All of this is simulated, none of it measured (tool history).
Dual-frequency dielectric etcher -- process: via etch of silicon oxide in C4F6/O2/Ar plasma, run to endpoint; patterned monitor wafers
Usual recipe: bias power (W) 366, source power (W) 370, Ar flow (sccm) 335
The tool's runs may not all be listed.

| run | hour | bias power (W) | source power (W) | Ar flow (sccm) | incoming incoming film thickness, nm | endpoint time (s) |
|---|---|---|---|---|---|---|
| 1 | 0 | 305 | 370 | 335 | 131 | 38.3 |
| 2 | 25.1 | 366 | 370 | 355 | 130.9 | 36.7 |
| 3 | 52.5 | 366 | 340 | 335 | 131.6 | 37.7 |
| 4 | 82.5 | 366 | 370 | 335 | 130.8 | 36.4 |
| 5 | 114.9 | 366 | 370 | 335 | 133.1 | 37.1 |
| 6 | 146 | 366 | 400 | 335 | 129.7 | 35.2 |
| 7 | 168.9 | 366 | 400 | 335 | 129.7 | 35.2 |
| 8 | 195.7 | 366 | 370 | 335 | 129.8 | 36.8 |
| 9 | 219.3 | 366 | 370 | 335 | 130.9 | 36.6 |
| 10 | 240.1 | 366 | 410 | 335 | 130.8 | 35.3 |
| 11 | 256.5 | 366 | 410 | 335 | 129.7 | 34.8 |
| 12 | 288.6 | 366 | 410 | 335 | 132.5 | 35.8 |
| 13 | 318.3 | 417 | 370 | 335 | 131.9 | 36 |
| 14 | 345.7 | 366 | 300 | 335 | 130.8 | 40.3 |
|  | 364.6 | bias power generator calibrated |
|  | 373.3 | upper electrode replaced |
|  | 395.7 | wet clean of the chamber |
| 15 | 396.2 | 366 | 450 | 335 | 130.6 | 35.4 |
| 16 | 396.5 | 366 | 330 | 335 | 130.1 | 39.3 |
|  | 403.5 | source power generator calibrated |
| 17 | 405.6 | 366 | 370 | 335 | 130.2 | 38.1 |
|  | 422.8 | Ar flow controller replaced |
| 18 | 423.3 | 301 | 460 | 292 | 129.6 | 36.5 |
| 19 | 435.6 | 448 | 370 | 309 | 130.7 | 35.8 |
| 20 | 459.2 | 274 | 370 | 396 | 130.4 | 42.6 |
| 21 | 483.9 | 336 | 370 | 255 | 130.3 | 38.1 |
| 22 | 515.1 | 366 | 370 | 335 | 130.5 | 38.1 |
|  | 541.2 | wet clean of the chamber, repeated, since the last time left the tool worse |
| 23 | 544.4 | 413 | 340 | 402 | 130.8 | 36.4 |
| 24 | 573.5 | 366 | 400 | 262 | 130.4 | 34.3 |
| 25 | 592.5 | 290 | 370 | 335 | 130.9 | 39.2 |
| 26 | 623.9 | 299 | 370 | 375 | 132 | 39.7 |
| 27 | 656.2 | 366 | 370 | 335 | 130.5 | 36.2 |
| 28 | 677.8 | 366 | 370 | 335 | 131.8 | 36.9 |
| 29 | 695.7 | 294 | 310 | 356 | 131.1 | 42.1 |

Had the tool no unlogged condition, and each run kept its random variation, what would the results have been?
Unlogged tool condition in this case: etch rate over this chamber's usual, %; bias power that arrives over what is set, %; source power that arrives over what is set, %; Ar flow that arrives over what is set, %.
| run | endpoint time (s) |
|---|---|
| 1 | 38 |
| 2 | 36.4 |
| 3 | 37.3 |
| 4 | 35.9 |
| 5 | 36.5 |
| 6 | 34.7 |
| 7 | 34.6 |
| 8 | 36.1 |
| 9 | 35.8 |
| 10 | 34.5 |
| 11 | 34 |
| 12 | 34.9 |
| 13 | 35 |
| 14 | 39.2 |
| 15 | 33.3 |
| 16 | 36.9 |
| 17 | 35.8 |
| 18 | 34.2 |
| 19 | 33.5 |
| 20 | 39.9 |
| 21 | 35.6 |
| 22 | 35.5 |
| 23 | 36.2 |
| 24 | 34.1 |
| 25 | 38.9 |
| 26 | 39.3 |
| 27 | 35.8 |
| 28 | 36.4 |
| 29 | 41.5 |
